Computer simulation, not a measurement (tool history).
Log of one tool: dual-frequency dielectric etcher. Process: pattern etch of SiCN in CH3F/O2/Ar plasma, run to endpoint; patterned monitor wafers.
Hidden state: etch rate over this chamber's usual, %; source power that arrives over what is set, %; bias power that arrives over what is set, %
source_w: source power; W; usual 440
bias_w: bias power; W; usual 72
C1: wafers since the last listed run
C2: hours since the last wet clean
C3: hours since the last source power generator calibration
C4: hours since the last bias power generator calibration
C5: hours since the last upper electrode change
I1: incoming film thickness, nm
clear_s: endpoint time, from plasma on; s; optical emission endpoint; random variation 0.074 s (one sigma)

run 1 hour=0 | source_w=440 bias_w=77 | C1=0 C2=197.4 C3=3196.5 C4=2974.5 C5=1957.9 | I1=9.3 | clear_s=24.4
run 2 hour=34.3 | source_w=440 bias_w=59 | C1=588 C2=231.7 C3=3230.8 C4=3008.8 C5=1992.2 | I1=9.34 | clear_s=27
run 3 hour=58.9 | source_w=440 bias_w=72 | C1=421 C2=256.3 C3=3255.4 C4=3033.4 C5=2016.8 | I1=9.2 | clear_s=24.7
run 4 hour=79.8 | source_w=440 bias_w=72 | C1=358 C2=277.2 C3=3276.3 C4=3054.3 C5=2037.7 | I1=9.22 | clear_s=25
run 5 hour=107.1 | source_w=440 bias_w=72 | C1=468 C2=304.5 C3=3303.6 C4=3081.6 C5=2065 | I1=9.31 | clear_s=25.3
run 6 hour=122.7 | source_w=440 bias_w=72 | C1=267 C2=320.1 C3=3319.2 C4=3097.2 C5=2080.6 | I1=9.32 | clear_s=25.3
run 7 hour=157.2 | source_w=440 bias_w=72 | C1=591 C2=354.6 C3=3353.7 C4=3131.7 C5=2115.1 | I1=9.28 | clear_s=25.2
run 8 hour=177.6 | source_w=440 bias_w=72 | C1=349 C2=375 C3=3374.1 C4=3152.1 C5=2135.5 | I1=9.34 | clear_s=25.5
-- hour=210.8 source power generator calibrated
-- hour=215.5 bias power generator calibrated
run 9 hour=216 | source_w=440 bias_w=72 | C1=521 C2=413.4 C3=5.2 C4=0.5 C5=2173.9 | I1=9.21 | clear_s=25
-- hour=260.7 wet clean of the chamber
run 10 hour=261.2 | source_w=440 bias_w=72 | C1=363 C2=0.5 C3=50.4 C4=45.7 C5=2219.1 | I1=9.37 | clear_s=24.9
run 11 hour=274.8 | source_w=440 bias_w=72 | C1=233 C2=14.1 C3=64 C4=59.3 C5=2232.7 | I1=9.29 | clear_s=24.6
run 12 hour=294.3 | source_w=530 bias_w=64 | C1=334 C2=33.6 C3=83.5 C4=78.8 C5=2252.2 | I1=9.28 | clear_s=24.5
run 13 hour=319 | source_w=390 bias_w=72 | C1=423 C2=58.3 C3=108.2 C4=103.5 C5=2276.9 | I1=9.3 | clear_s=25.5
run 14 hour=349.1 | source_w=520 bias_w=72 | C1=516 C2=88.4 C3=138.3 C4=133.6 C5=2307 | I1=9.18 | clear_s=23.2
run 15 hour=378.6 | source_w=440 bias_w=90 | C1=505 C2=117.9 C3=167.8 C4=163.1 C5=2336.5 | I1=9.37 | clear_s=22.7
run 16 hour=405.7 | source_w=540 bias_w=72 | C1=464 C2=145 C3=194.9 C4=190.2 C5=2363.6 | I1=9.31 | clear_s=23.5
run 17 hour=437.9 | source_w=400 bias_w=64 | C1=552 C2=177.2 C3=227.1 C4=222.4 C5=2395.8 | I1=9.27 | clear_s=26.4
run 18 hour=450.2 | source_w=440 bias_w=83 | C1=210 C2=189.5 C3=239.4 C4=234.7 C5=2408.1 | I1=9.27 | clear_s=23.5
run 19 hour=482.4 | source_w=490 bias_w=56 | C1=552 C2=221.7 C3=271.6 C4=266.9 C5=2440.3 | I1=9.26 | clear_s=26.6
run 20 hour=496 | source_w=470 bias_w=63 | C1=233 C2=235.3 C3=285.2 C4=280.5 C5=2453.9 | I1=9.39 | clear_s=26.1
run 21 hour=516.1 | source_w=440 bias_w=72 | C1=344 C2=255.4 C3=305.3 C4=300.6 C5=2474 | I1=9.27 | clear_s=25
run 22 hour=531.8 | source_w=440 bias_w=72 | C1=269 C2=271.1 C3=321 C4=316.3 C5=2489.7 | I1=9.26 | clear_s=24.9
run 23 hour=554.6 | source_w=330 bias_w=78 | C1=391 C2=293.9 C3=343.8 C4=339.1 C5=2512.5 | I1=9.25 | clear_s=25.8
run 24 hour=583.9 | source_w=500 bias_w=86 | C1=502 C2=323.2 C3=373.1 C4=368.4 C5=2541.8 | I1=9.34 | clear_s=22.7
-- hour=626.7 upper electrode replaced
run 25 hour=627.2 | source_w=440 bias_w=72 | C1=331 C2=366.5 C3=416.4 C4=411.7 C5=0.5 | I1=9.32 | clear_s=25.2
run 26 hour=634.7 | source_w=440 bias_w=72 | C1=128 C2=374 C3=423.9 C4=419.2 C5=8 | I1=9.27 | clear_s=25.2
-- hour=685.5 wet clean of the chamber
run 27 hour=741.7 | source_w=440 bias_w=72 | C1=1423 C2=56.2 C3=530.9 C4=526.2 C5=115 | I1=9.3 | clear_s=24.9
run 28 hour=756.4 | source_w=530 bias_w=88 | C1=252 C2=70.9 C3=545.6 C4=540.9 C5=129.7 | I1=9.26 | clear_s=21.8
run 29 hour=774.4 | source_w=370 bias_w=80 | C1=308 C2=88.9 C3=563.6 C4=558.9 C5=147.7 | I1=9.39 | clear_s=25.2
run 30 hour=788.1 | source_w=440 bias_w=58 | C1=234 C2=102.6 C3=577.3 C4=572.6 C5=161.4 | I1=9.24 | clear_s=26.9
run 31 hour=865.8 | source_w=470 bias_w=88 | C1=1332 C2=180.3 C3=655 C4=650.3 C5=239.1 | I1=9.29 | clear_s=22.7
run 32 hour=888 | source_w=440 bias_w=72 | C1=380 C2=202.5 C3=677.2 C4=672.5 C5=261.3 | I1=9.21 | clear_s=24.8
run 33 hour=910.5 | source_w=440 bias_w=72 | C1=385 C2=225 C3=699.7 C4=695 C5=283.8 | I1=9.3 | clear_s=25
run 34 hour=923.9 | source_w=440 bias_w=82 | C1=229 C2=238.4 C3=713.1 C4=708.4 C5=297.2 | I1=9.31 | clear_s=23.9
run 35 hour=945.6 | source_w=440 bias_w=82 | C1=372 C2=260.1 C3=734.8 C4=730.1 C5=318.9 | I1=9.27 | clear_s=23.9

What the log doesn't show, run by run:
source power that arrives over what is set, %: 0 in every run
bias power that arrives over what is set, %: 0 in every run
H1: etch rate over this chamber's usual, %
run=1 H1=-1.49
run=2 H1=-1.74
run=3 H1=-1.92
run=4 H1=-2.07
run=5 H1=-2.27
run=6 H1=-2.38
run=7 H1=-2.63
run=8 H1=-2.78
run=9 H1=-3.06
run=10 H1=0.152
run=11 H1=0.0532
run=12 H1=-0.0883
run=13 H1=-0.268
run=14 H1=-0.486
run=15 H1=-0.7
run=16 H1=-0.897
run=17 H1=-1.13
run=18 H1=-1.22
run=19 H1=-1.45
run=20 H1=-1.55
run=21 H1=-1.7
run=22 H1=-1.81
run=23 H1=-1.98
run=24 H1=-2.19
run=25 H1=-2.5
run=26 H1=-2.56
run=27 H1=-0.596
run=28 H1=-0.703
run=29 H1=-0.834
run=30 H1=-0.933
run=31 H1=-1.5
run=32 H1=-1.66
run=33 H1=-1.82
run=34 H1=-1.92
run=35 H1=-2.08
